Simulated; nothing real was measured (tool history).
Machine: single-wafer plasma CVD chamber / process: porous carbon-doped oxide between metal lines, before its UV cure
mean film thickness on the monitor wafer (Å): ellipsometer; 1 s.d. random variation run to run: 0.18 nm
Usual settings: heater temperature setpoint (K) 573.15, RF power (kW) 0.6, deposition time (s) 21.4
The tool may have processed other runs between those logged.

run	hour	heater temperature setpoint (K)	RF power (kW)	deposition time (s)	wafers since the last listed run	hours since the last thermocouple change	hours since the last RF generator calibration	hours since the showerhead was replaced	hours since the gauge calibration	read-back reference wafer on the same gauge, thickness_nm	mean film thickness on the monitor wafer (Å)
1	0	573.15	0.56	18.4	0	2246.7	1420.9	8294.8	172.2	112.078	987.51
2	10.2	573.15	0.56	18.4	175	2256.9	1431.1	8305	182.4	111.89	985.53
3	34.3	573.15	0.6	21.4	413	2281	1455.2	8329.1	206.5	111.976	1179.43
4	52	573.15	0.6	21.4	303	2298.7	1472.9	8346.8	224.2	111.963	1180.38
5	62.8	573.15	0.6	21.4	185	2309.5	1483.7	8357.6	235	111.892	1179.73
6	71.8	573.15	0.6	21.4	154	2318.5	1492.7	8366.6	244	112.012	1178.49
7	87.3	573.15	0.6	21.4	266	2334	1508.2	8382.1	259.5	112.023	1180.08
8	97.3	573.15	0.675	21.4	171	2344	1518.2	8392.1	269.5	112.029	1251.51
9	105.8	573.15	0.675	21.4	145	2352.5	1526.7	8400.6	278	112.027	1249.41
10	120.4	573.15	0.675	21.4	250	2367.1	1541.3	8415.2	292.6	112.017	1247.08
# hour 141.9: gauge calibrated
# hour 154.1: showerhead replaced
11	158.3	581.15	0.6	21.4	513	2405	1579.2	4.2	16.4	112.106	1120.97
12	170.8	564.15	0.6	21.4	214	2417.5	1591.7	16.7	28.9	111.927	1246.94
13	186.4	567.15	0.655	20.1	267	2433.1	1607.3	32.3	44.5	112.015	1202.26
# hour 198.3: thermocouple changed; heater temperature recalibrated
14	201.9	585.15	0.6	18.2	128	3.6	1622.8	47.8	60	111.931	1008.71
15	211.7	580.15	0.48	17.8	168	13.4	1632.6	57.6	69.8	111.948	912.28
16	226.7	573.15	0.6	21.4	257	28.4	1647.6	72.6	84.8	111.982	1276.86
# hour 236.2: RF generator calibrated
# hour 241.4: thermocouple changed; heater temperature recalibrated, repeated, since the last time left the tool worse
17	241.9	560.15	0.56	25.4	34	0.5	5.7	87.8	100	112.108	1502.33
18	246.6	573.15	0.675	21.4	80	5.2	10.4	92.5	104.7	111.974	1277.28
19	262.3	573.15	0.6	21.4	269	20.9	26.1	108.2	120.4	112.025	1201.5
20	268.6	562.15	0.6	23.8	108	27.2	32.4	114.5	126.7	112.002	1435.13
21	283.1	573.15	0.6	24.9	248	41.7	46.9	129	141.2	112.066	1394.23
22	299.5	573.15	0.685	21.4	281	58.1	63.3	145.4	157.6	111.917	1287.38
23	315.2	573.15	0.535	21.4	269	73.8	79	161.1	173.3	112.008	1137.66
24	326	573.15	0.5	18.7	185	84.6	89.8	171.9	184.1	111.987	966.91
25	334.1	573.15	0.6	21.4	139	92.7	97.9	180	192.2	112.011	1203.13

Below are 3 alternative next runs, each starting from the tool's condition after run 25. Predict each:
A	334.5	573.15	0.6	18.9	6	93.1	98.3	180.4	192.6	?	?
B	334.5	563.15	0.6	23.5	6	93.1	98.3	180.4	192.6	?	?
C	334.5	567.15	0.6	21.4	6	93.1	98.3	180.4	192.6	?	?

run	read-back reference wafer on the same gauge, thickness_nm	mean film thickness on the monitor wafer (Å)
A	111.92	1066.94
B	111.92	1407.38
C	111.92	1251.38
With the hidden condition removed and each run's random variation left untouched, the same runs would have given:
run	mean film thickness on the monitor wafer (Å)
A	1073.39
B	1416.67
C	1259.32

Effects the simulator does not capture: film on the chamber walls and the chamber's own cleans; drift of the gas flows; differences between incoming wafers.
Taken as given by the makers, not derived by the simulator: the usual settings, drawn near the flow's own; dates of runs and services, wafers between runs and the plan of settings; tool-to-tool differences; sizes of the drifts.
